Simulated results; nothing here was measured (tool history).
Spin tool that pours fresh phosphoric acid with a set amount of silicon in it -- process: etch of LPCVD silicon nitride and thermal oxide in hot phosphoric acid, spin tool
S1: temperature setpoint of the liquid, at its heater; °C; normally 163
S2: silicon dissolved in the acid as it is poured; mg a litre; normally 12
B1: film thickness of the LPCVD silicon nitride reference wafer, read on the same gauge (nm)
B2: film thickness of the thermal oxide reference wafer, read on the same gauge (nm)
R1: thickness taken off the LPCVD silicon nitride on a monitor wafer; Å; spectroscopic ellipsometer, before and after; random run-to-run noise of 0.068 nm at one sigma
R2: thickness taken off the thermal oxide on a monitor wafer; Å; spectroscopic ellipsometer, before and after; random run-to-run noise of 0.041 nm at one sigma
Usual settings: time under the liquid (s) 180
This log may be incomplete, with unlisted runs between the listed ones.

{"run": 1, "day": 0.0, "S1": 163, "S2": 16, "time under the liquid (s)": 180, "B1": 60, "B2": 110.024, "R1": 170.2, "R2": 4.17}
{"run": 2, "day": 1.312, "S1": 163, "S2": 16, "time under the liquid (s)": 180, "B1": 60.02, "B2": 110, "R1": 170.3, "R2": 4.85}
{"run": 3, "day": 2.529, "S1": 163, "S2": 16, "time under the liquid (s)": 180, "B1": 60, "B2": 110.006, "R1": 169.7, "R2": 4.13}
{"run": 4, "day": 3.775, "S1": 164.5, "S2": 4.5, "time under the liquid (s)": 180, "B1": 60.02, "B2": 109.988, "R1": 178.2, "R2": 5.69}
{"run": 5, "day": 4.362, "S1": 164.5, "S2": 4.5, "time under the liquid (s)": 180, "B1": 60.01, "B2": 110.007, "R1": 179.2, "R2": 6.49}
{"run": 6, "day": 5.762, "S1": 163, "S2": 12, "time under the liquid (s)": 180, "B1": 60, "B2": 110.001, "R1": 169.6, "R2": 4.97}
{"run": 7, "day": 6.846, "S1": 163, "S2": 12, "time under the liquid (s)": 180, "B1": 60, "B2": 110.016, "R1": 168.2, "R2": 4.52}
{"run": 8, "day": 7.633, "S1": 163, "S2": 12, "time under the liquid (s)": 180, "B1": 59.99, "B2": 109.973, "R1": 168.8, "R2": 4.6}
{"run": 9, "day": 8.4, "S1": 163, "S2": 3, "time under the liquid (s)": 235, "B1": 60.02, "B2": 109.996, "R1": 220.4, "R2": 7.64}
{"run": 10, "day": 9.05, "S1": 163, "S2": 16, "time under the liquid (s)": 180, "B1": 59.99, "B2": 109.988, "R1": 168.8, "R2": 4.06}
{"run": 11, "day": 10.183, "S1": 163, "S2": 18, "time under the liquid (s)": 180, "B1": 60.01, "B2": 109.99, "R1": 168.6, "R2": 3.68}
{"run": 12, "day": 11.492, "S1": 166, "S2": 12, "time under the liquid (s)": 90, "B1": 60.03, "B2": 109.999, "R1": 92.9, "R2": 2.86}
{"run": 13, "day": 15.083, "S1": 160.5, "S2": 12, "time under the liquid (s)": 180, "B1": 59.99, "B2": 110.014, "R1": 170.5, "R2": 4.39}
{"run": 14, "day": 16.425, "S1": 161, "S2": 12, "time under the liquid (s)": 130, "B1": 59.99, "B2": 110.007, "R1": 125.6, "R2": 3.06}
{"run": 15, "day": 17.779, "S1": 163, "S2": 12, "time under the liquid (s)": 180, "B1": 60, "B2": 110.001, "R1": 185.2, "R2": 5.58}
{"run": 16, "day": 19.029, "S1": 161.5, "S2": 6, "time under the liquid (s)": 280, "B1": 59.98, "B2": 109.988, "R1": 273.6, "R2": 8.13}

Between the runs listed above, the log contained 5 entries, not reproduced here. Where in the sequence does each belong, and how does what the log doesn't record of the tool's condition differ from the listed run before to the listed run after?
Between runs 1 and 2: gauge calibrated (day 0.512)
  liquid colder than its thermometer reads (K): 2.74 -> 2.77
  difference, measured minus the result without the unlogged condition, R1: -16.3 -> -16.4 Å; R2: -0.93 -> -1.1 Å
Between runs 8 and 9: dissolved silicon flow meter replaced (day 8.258)
  liquid colder than its thermometer reads (K): 2.94 -> 2.96
  difference, measured minus the result without the unlogged condition, R1: -17.4 -> -22.9 Å; R2: -1.11 -> -1.86 Å
Between runs 12 and 13: gauge calibrated (day 11.788); thermometer replaced (day 13.754); heated supply line repaired (day 13.883)
  liquid colder than its thermometer reads (K): 3.04 -> 0.0576
  difference, measured minus the result without the unlogged condition, R1: -9.8 -> -0.3 Å; R2: -0.71 -> -0.02 Å

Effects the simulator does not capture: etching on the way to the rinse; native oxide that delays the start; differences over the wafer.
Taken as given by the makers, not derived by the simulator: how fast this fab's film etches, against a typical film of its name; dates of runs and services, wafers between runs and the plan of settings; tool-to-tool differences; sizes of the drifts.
